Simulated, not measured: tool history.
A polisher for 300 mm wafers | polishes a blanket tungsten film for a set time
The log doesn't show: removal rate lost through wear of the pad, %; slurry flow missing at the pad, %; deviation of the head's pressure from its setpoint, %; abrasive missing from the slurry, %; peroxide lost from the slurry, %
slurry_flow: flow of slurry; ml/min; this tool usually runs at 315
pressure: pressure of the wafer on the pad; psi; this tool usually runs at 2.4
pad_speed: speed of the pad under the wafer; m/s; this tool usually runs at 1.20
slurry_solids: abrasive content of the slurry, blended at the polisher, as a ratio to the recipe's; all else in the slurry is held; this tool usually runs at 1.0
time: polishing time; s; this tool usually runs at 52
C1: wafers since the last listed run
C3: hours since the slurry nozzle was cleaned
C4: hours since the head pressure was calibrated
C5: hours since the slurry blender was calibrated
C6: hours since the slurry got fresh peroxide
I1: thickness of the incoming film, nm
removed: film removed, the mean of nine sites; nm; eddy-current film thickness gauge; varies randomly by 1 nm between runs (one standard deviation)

{"run": 1, "hour": 0.0, "slurry_flow": 315, "pressure": 2.4, "pad_speed": 1.2, "slurry_solids": 1.0, "time": 52, "C1": 0, "wafers polished on this pad": 1331, "C3": 128.4, "C4": 967.7, "C5": 114.7, "C6": 172.8, "I1": 1376.4, "removed": 154.2}
{"hour": 4.8, "done": "worn pad replaced by a new one"}
{"hour": 12.7, "done": "slurry tank refilled with fresh slurry and peroxide"}
{"run": 2, "hour": 26.8, "slurry_flow": 315, "pressure": 2.4, "pad_speed": 1.2, "slurry_solids": 1.0, "time": 52, "C1": 249, "wafers polished on this pad": 240, "C3": 155.2, "C4": 994.5, "C5": 141.5, "C6": 14.1, "I1": 1347.9, "removed": 155.4}
{"run": 3, "hour": 59.1, "slurry_flow": 315, "pressure": 2.4, "pad_speed": 1.2, "slurry_solids": 1.0, "time": 52, "C1": 370, "wafers polished on this pad": 610, "C3": 187.5, "C4": 1026.8, "C5": 173.8, "C6": 46.4, "I1": 1350.9, "removed": 153.6}
{"run": 4, "hour": 78.6, "slurry_flow": 315, "pressure": 2.4, "pad_speed": 1.2, "slurry_solids": 1.0, "time": 52, "C1": 223, "wafers polished on this pad": 834, "C3": 207.0, "C4": 1046.3, "C5": 193.3, "C6": 65.9, "I1": 1372.0, "removed": 151.3}
{"hour": 110.4, "done": "slurry blender recalibrated"}
{"run": 5, "hour": 112.9, "slurry_flow": 315, "pressure": 2.4, "pad_speed": 1.2, "slurry_solids": 1.0, "time": 52, "C1": 370, "wafers polished on this pad": 1204, "C3": 241.3, "C4": 1080.6, "C5": 2.5, "C6": 100.2, "I1": 1346.7, "removed": 162.8}
{"hour": 126.9, "done": "worn pad replaced by a new one"}
{"run": 6, "hour": 144.8, "slurry_flow": 315, "pressure": 2.4, "pad_speed": 1.2, "slurry_solids": 1.0, "time": 52, "C1": 319, "wafers polished on this pad": 205, "C3": 273.2, "C4": 1112.5, "C5": 34.4, "C6": 132.1, "I1": 1347.7, "removed": 157.8}
{"run": 7, "hour": 160.9, "slurry_flow": 315, "pressure": 2.4, "pad_speed": 1.2, "slurry_solids": 1.0, "time": 43, "C1": 184, "wafers polished on this pad": 389, "C3": 289.3, "C4": 1128.6, "C5": 50.5, "C6": 148.2, "I1": 1356.4, "removed": 129.9}
{"run": 8, "hour": 175.9, "slurry_flow": 315, "pressure": 2.4, "pad_speed": 1.2, "slurry_solids": 1.0, "time": 43, "C1": 171, "wafers polished on this pad": 561, "C3": 304.3, "C4": 1143.6, "C5": 65.5, "C6": 163.2, "I1": 1362.4, "removed": 129.2}
{"hour": 190.3, "done": "slurry tank refilled with fresh slurry and peroxide"}
{"run": 9, "hour": 200.3, "slurry_flow": 315, "pressure": 2.4, "pad_speed": 1.2, "slurry_solids": 1.0, "time": 43, "C1": 268, "wafers polished on this pad": 829, "C3": 328.7, "C4": 1168.0, "C5": 89.9, "C6": 10.0, "I1": 1333.0, "removed": 126.7}
{"run": 10, "hour": 212.7, "slurry_flow": 315, "pressure": 2.4, "pad_speed": 1.2, "slurry_solids": 1.0, "time": 52, "C1": 142, "wafers polished on this pad": 971, "C3": 341.1, "C4": 1180.4, "C5": 102.3, "C6": 22.4, "I1": 1379.8, "removed": 154.7}
{"hour": 224.5, "done": "slurry nozzle cleaned"}
{"hour": 239.8, "done": "worn pad replaced by a new one"}
{"run": 11, "hour": 240.4, "slurry_flow": 315, "pressure": 2.4, "pad_speed": 1.2, "slurry_solids": 1.0, "time": 52, "C1": 260, "wafers polished on this pad": 7, "C3": 15.9, "C4": 1208.1, "C5": 130.0, "C6": 50.1, "I1": 1365.0, "removed": 156.6}
{"hour": 264.8, "done": "head pressure recalibrated"}
{"run": 12, "hour": 275.1, "slurry_flow": 315, "pressure": 2.4, "pad_speed": 1.2, "slurry_solids": 1.0, "time": 52, "C1": 374, "wafers polished on this pad": 381, "C3": 50.6, "C4": 10.3, "C5": 164.7, "C6": 84.8, "I1": 1343.1, "removed": 155.9}
{"hour": 304.8, "done": "slurry blender recalibrated"}
{"run": 13, "hour": 305.3, "slurry_flow": 395, "pressure": 2.4, "pad_speed": 1.2, "slurry_solids": 1.0, "time": 52, "C1": 323, "wafers polished on this pad": 705, "C3": 80.8, "C4": 40.5, "C5": 0.5, "C6": 115.0, "I1": 1357.1, "removed": 168.3}
{"run": 14, "hour": 325.7, "slurry_flow": 315, "pressure": 2.4, "pad_speed": 1.2, "slurry_solids": 1.0, "time": 52, "C1": 233, "wafers polished on this pad": 938, "C3": 101.2, "C4": 60.9, "C5": 20.9, "C6": 135.4, "I1": 1385.9, "removed": 159.6}
{"hour": 351.3, "done": "worn pad replaced by a new one"}
{"hour": 352.0, "done": "slurry tank refilled with fresh slurry and peroxide"}
{"run": 15, "hour": 360.7, "slurry_flow": 315, "pressure": 2.6, "pad_speed": 0.82, "slurry_solids": 0.8, "time": 68, "C1": 348, "wafers polished on this pad": 100, "C3": 136.2, "C4": 95.9, "C5": 55.9, "C6": 8.7, "I1": 1341.2, "removed": 140.2}
{"run": 16, "hour": 391.0, "slurry_flow": 315, "pressure": 2.4, "pad_speed": 1.2, "slurry_solids": 1.0, "time": 52, "C1": 347, "wafers polished on this pad": 447, "C3": 166.5, "C4": 126.2, "C5": 86.2, "C6": 39.0, "I1": 1370.0, "removed": 154.1}
{"run": 17, "hour": 432.5, "slurry_flow": 315, "pressure": 2.4, "pad_speed": 1.2, "slurry_solids": 1.0, "time": 69, "C1": 475, "wafers polished on this pad": 923, "C3": 208.0, "C4": 167.7, "C5": 127.7, "C6": 80.5, "I1": 1362.2, "removed": 201.6}
{"hour": 453.3, "done": "worn pad replaced by a new one"}
{"run": 18, "hour": 454.7, "slurry_flow": 315, "pressure": 2.4, "pad_speed": 1.2, "slurry_solids": 1.0, "time": 52, "C1": 208, "wafers polished on this pad": 16, "C3": 230.2, "C4": 189.9, "C5": 149.9, "C6": 102.7, "I1": 1339.2, "removed": 153.5}
{"run": 19, "hour": 481.6, "slurry_flow": 315, "pressure": 2.4, "pad_speed": 1.06, "slurry_solids": 1.0, "time": 52, "C1": 308, "wafers polished on this pad": 324, "C3": 257.1, "C4": 216.8, "C5": 176.8, "C6": 129.6, "I1": 1364.7, "removed": 133.9}
{"run": 20, "hour": 496.1, "slurry_flow": 315, "pressure": 2.4, "pad_speed": 1.2, "slurry_solids": 0.9, "time": 46, "C1": 166, "wafers polished on this pad": 490, "C3": 271.6, "C4": 231.3, "C5": 191.3, "C6": 144.1, "I1": 1373.4, "removed": 129.9}
{"run": 21, "hour": 512.8, "slurry_flow": 235, "pressure": 2.4, "pad_speed": 1.2, "slurry_solids": 1.0, "time": 43, "C1": 191, "wafers polished on this pad": 682, "C3": 288.3, "C4": 248.0, "C5": 208.0, "C6": 160.8, "I1": 1381.0, "removed": 123.6}
{"run": 22, "hour": 527.3, "slurry_flow": 410, "pressure": 2.4, "pad_speed": 1.2, "slurry_solids": 1.0, "time": 42, "C1": 166, "wafers polished on this pad": 848, "C3": 302.8, "C4": 262.5, "C5": 222.5, "C6": 175.3, "I1": 1345.1, "removed": 124.4}
{"hour": 531.0, "done": "slurry blender recalibrated"}
{"hour": 539.3, "done": "slurry tank refilled with fresh slurry and peroxide"}
{"hour": 564.6, "done": "worn pad replaced by a new one"}
{"run": 23, "hour": 567.9, "slurry_flow": 285, "pressure": 2.8, "pad_speed": 1.42, "slurry_solids": 1.0, "time": 52, "C1": 385, "wafers polished on this pad": 38, "C3": 343.4, "C4": 303.1, "C5": 36.9, "C6": 28.6, "I1": 1366.5, "removed": 215.4}
{"run": 24, "hour": 591.5, "slurry_flow": 315, "pressure": 2.4, "pad_speed": 1.2, "slurry_solids": 1.0, "time": 52, "C1": 270, "wafers polished on this pad": 308, "C3": 367.0, "C4": 326.7, "C5": 60.5, "C6": 52.2, "I1": 1379.2, "removed": 156.3}

Below are 3 alternative next runs, each starting from the tool's condition after run 24. Predict each:
{"run": "A", "hour": 591.9, "slurry_flow": 315, "pressure": 2.4, "pad_speed": 1.2, "slurry_solids": 1.0, "time": 52, "C1": 4, "wafers polished on this pad": 313, "C3": 367.4, "C4": 327.1, "C5": 60.9, "C6": 52.6, "I1": 1358.7, "removed": "?"}
{"run": "B", "hour": 591.9, "slurry_flow": 315, "pressure": 1.8, "pad_speed": 0.98, "slurry_solids": 0.7, "time": 52, "C1": 4, "wafers polished on this pad": 313, "C3": 367.4, "C4": 327.1, "C5": 60.9, "C6": 52.6, "I1": 1358.7, "removed": "?"}
{"run": "C", "hour": 591.9, "slurry_flow": 315, "pressure": 3.0, "pad_speed": 1.2, "slurry_solids": 1.0, "time": 52, "C1": 4, "wafers polished on this pad": 313, "C3": 367.4, "C4": 327.1, "C5": 60.9, "C6": 52.6, "I1": 1358.7, "removed": "?"}

run=A removed=155.1
run=B removed=83.4
run=C removed=193.8
Without the tool's hidden state the same runs would have given:
run=A removed=166.9
run=B removed=89.5
run=C removed=208.7

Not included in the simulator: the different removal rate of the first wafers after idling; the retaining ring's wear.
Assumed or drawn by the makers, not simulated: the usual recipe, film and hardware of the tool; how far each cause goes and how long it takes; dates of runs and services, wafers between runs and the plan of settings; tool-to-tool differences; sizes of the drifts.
